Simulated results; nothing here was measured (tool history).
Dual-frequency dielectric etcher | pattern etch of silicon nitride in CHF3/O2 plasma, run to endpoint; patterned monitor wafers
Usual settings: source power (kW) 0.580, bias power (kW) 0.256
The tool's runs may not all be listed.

run	hour	source power (kW)	bias power (kW)	wafers since the last listed run	hours since the last wet clean	hours since the last source power generator calibration	hours since the last bias power generator calibration	hours since the last upper electrode change	incoming incoming film thickness, nm	endpoint time (s)
1	0.0	0.580	0.256	0	342.4	3340.0	1041.9	2918.3	103.9	63.1
2	22.8	0.580	0.256	227	365.2	3362.8	1064.7	2941.1	103.2	63.2
3	37.2	0.580	0.256	143	379.6	3377.2	1079.1	2955.5	104.2	63.4
4	51.8	0.580	0.256	145	394.2	3391.8	1093.7	2970.1	105.0	64.2
5	79.4	0.580	0.256	274	421.8	3419.4	1121.3	2997.7	103.4	62.6
6	101.9	0.580	0.256	224	444.3	3441.9	1143.8	3020.2	104.5	63.9
7	128.8	0.580	0.256	268	471.2	3468.8	1170.7	3047.1	103.7	63.0
8	145.6	0.580	0.256	167	488.0	3485.6	1187.5	3063.9	103.0	62.2
9	180.7	0.580	0.256	349	523.1	3520.7	1222.6	3099.0	102.6	62.2
10	193.9	0.580	0.256	131	536.3	3533.9	1235.8	3112.2	103.5	62.5
11	214.0	0.580	0.297	200	556.4	3554.0	1255.9	3132.3	104.2	58.8
# hour 251.9: wet clean of the chamber
12	252.4	0.580	0.256	143	0.5	3592.4	1294.3	3170.7	104.2	64.2
13	263.5	0.580	0.256	110	11.6	3603.5	1305.4	3181.8	103.6	64.7
14	288.6	0.580	0.256	250	36.7	3628.6	1330.5	3206.9	102.4	63.4
15	318.9	0.460	0.319	301	67.0	3658.9	1360.8	3237.2	104.4	67.6
16	350.3	0.580	0.256	312	98.4	3690.3	1392.2	3268.6	104.5	64.4
# hour 390.8: upper electrode replaced
17	391.3	0.580	0.256	169	139.4	3731.3	1433.2	0.5	103.2	63.8
18	410.9	0.480	0.256	195	159.0	3750.9	1452.8	20.1	104.7	72.8
# hour 447.6: source power generator calibrated
19	448.1	0.580	0.292	330	196.2	0.5	1490.0	57.3	104.4	60.4
20	469.2	0.580	0.256	210	217.3	21.6	1511.1	78.4	104.3	64.1

Forecast run 21:
21	487.1	0.500	0.300	178	235.2	39.5	1529.0	96.3	103.0	?

Run 21 gave endpoint time (s) 64.4.
Without the tool's hidden state the same run would have given endpoint time (s) 65.1.
